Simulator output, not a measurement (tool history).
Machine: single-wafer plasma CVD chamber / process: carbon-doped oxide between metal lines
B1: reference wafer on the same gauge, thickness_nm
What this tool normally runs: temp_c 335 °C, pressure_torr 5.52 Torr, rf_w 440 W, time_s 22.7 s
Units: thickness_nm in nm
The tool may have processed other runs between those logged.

Run 1, hour 0.0: usual settings but rf_w 460 W; B1 135.927. Result: thickness_nm 124.301 nm.
Run 2, hour 103.1: usual settings; B1 136.189. Result: thickness_nm 119.954 nm.
Run 3, hour 166.5: usual settings but temp_c 331 °C, rf_w 480 W; B1 136.143. Result: thickness_nm 130.134 nm.
At hour 206.5: capacitance manometer re-zeroed and calibrated.
Run 4, hour 263.7: usual settings but temp_c 331 °C, rf_w 480 W; B1 136.086. Result: thickness_nm 129.263 nm.
Run 5, hour 324.4: usual settings but temp_c 331 °C, rf_w 480 W; B1 135.918. Result: thickness_nm 130.213 nm.
Run 6, hour 392.3: usual settings but pressure_torr 6.28 Torr, rf_w 525 W; B1 135.945. Result: thickness_nm 136.957 nm.
Run 7, hour 454.2: usual settings but pressure_torr 4.39 Torr, time_s 26.8 s; B1 136.030. Result: thickness_nm 134.823 nm.
Run 8, hour 534.0: usual settings but temp_c 342 °C, pressure_torr 6.56 Torr, rf_w 470 W, time_s 19.4 s; B1 136.045. Result: thickness_nm 106.062 nm.
Run 9, hour 639.5: usual settings but pressure_torr 6.09 Torr, rf_w 465 W, time_s 19.5 s; B1 136.085. Result: thickness_nm 107.324 nm.
Run 10, hour 698.0: usual settings but temp_c 342 °C, pressure_torr 4.53 Torr, rf_w 465 W; B1 136.015. Result: thickness_nm 117.400 nm.
At hour 767.8: RF generator calibrated.
Run 11, hour 785.5: usual settings but rf_w 375 W; B1 136.042. Result: thickness_nm 106.581 nm.
Run 12, hour 839.7: usual settings but pressure_torr 5.95 Torr; B1 135.909. Result: thickness_nm 122.662 nm.
Run 13, hour 917.6: usual settings but temp_c 344 °C, rf_w 375 W, time_s 25.5 s; B1 135.869. Result: thickness_nm 115.709 nm.
Run 14, hour 1010.9: usual settings but temp_c 322 °C; B1 136.018. Result: thickness_nm 124.572 nm.
At hour 1084.6: showerhead replaced.
Run 15, hour 1115.8: usual settings; B1 135.953. Result: thickness_nm 119.388 nm.
Run 16, hour 1184.3: usual settings but pressure_torr 4.69 Torr, time_s 24.9 s; B1 135.968. Result: thickness_nm 125.432 nm.
At hour 1262.2: thermocouple changed; heater temperature recalibrated.
Run 17, hour 1281.2: usual settings; B1 136.041. Result: thickness_nm 119.664 nm.
Run 18, hour 1365.1: usual settings but rf_w 375 W; B1 136.007. Result: thickness_nm 102.431 nm.
Run 19, hour 1454.4: usual settings but pressure_torr 4.38 Torr; B1 135.854. Result: thickness_nm 112.897 nm.
Run 20, hour 1542.9: usual settings but time_s 19.4 s; B1 135.929. Result: thickness_nm 100.443 nm.
Run 21, hour 1625.7: usual settings but pressure_torr 6.71 Torr, rf_w 505 W, time_s 25.6 s; B1 136.005. Result: thickness_nm 149.926 nm.
Run 22, hour 1689.4: usual settings but time_s 24.1 s; B1 136.098. Result: thickness_nm 124.889 nm.
Run 23, hour 1778.1: usual settings but temp_c 348 °C; B1 135.940. Result: thickness_nm 111.833 nm.
Run 24, hour 1849.0: usual settings but temp_c 321 °C, pressure_torr 4.93 Torr; B1 136.037. Result: thickness_nm 120.217 nm.
At hour 1884.0: RF generator calibrated.
Run 25, hour 1915.5: usual settings; B1 135.832. Result: thickness_nm 122.863 nm.
Run 26, hour 1984.0: usual settings; B1 136.055. Result: thickness_nm 122.555 nm.
Run 27, hour 2022.1: usual settings but time_s 25.5 s; B1 136.006. Result: thickness_nm 136.099 nm.
Run 28, hour 2060.4: usual settings; B1 136.041. Result: thickness_nm 120.868 nm.
Run 29, hour 2099.6: usual settings but temp_c 330 °C, pressure_torr 4.18 Torr; B1 136.002. Result: thickness_nm 116.155 nm.

Alternative continuations, all from the tool just after run 29; predict every row:
Run A, hour 2100.0: usual settings but rf_w 400 W; B1 ?. Result: thickness_nm ?.
Run B, hour 2100.0: usual settings but pressure_torr 4.23 Torr; B1 ?. Result: thickness_nm ?.
Run C, hour 2100.0: usual settings but temp_c 347 °C, rf_w 370 W, time_s 26.1 s; B1 ?. Result: thickness_nm ?.

run       B1  thickness_nm
  A  136.047       112.063
  B  136.047       116.108
  C  136.047       116.056
What these runs would have given with no unlogged condition in the tool:
run  thickness_nm
  A       114.439
  B       118.571
  C       118.616

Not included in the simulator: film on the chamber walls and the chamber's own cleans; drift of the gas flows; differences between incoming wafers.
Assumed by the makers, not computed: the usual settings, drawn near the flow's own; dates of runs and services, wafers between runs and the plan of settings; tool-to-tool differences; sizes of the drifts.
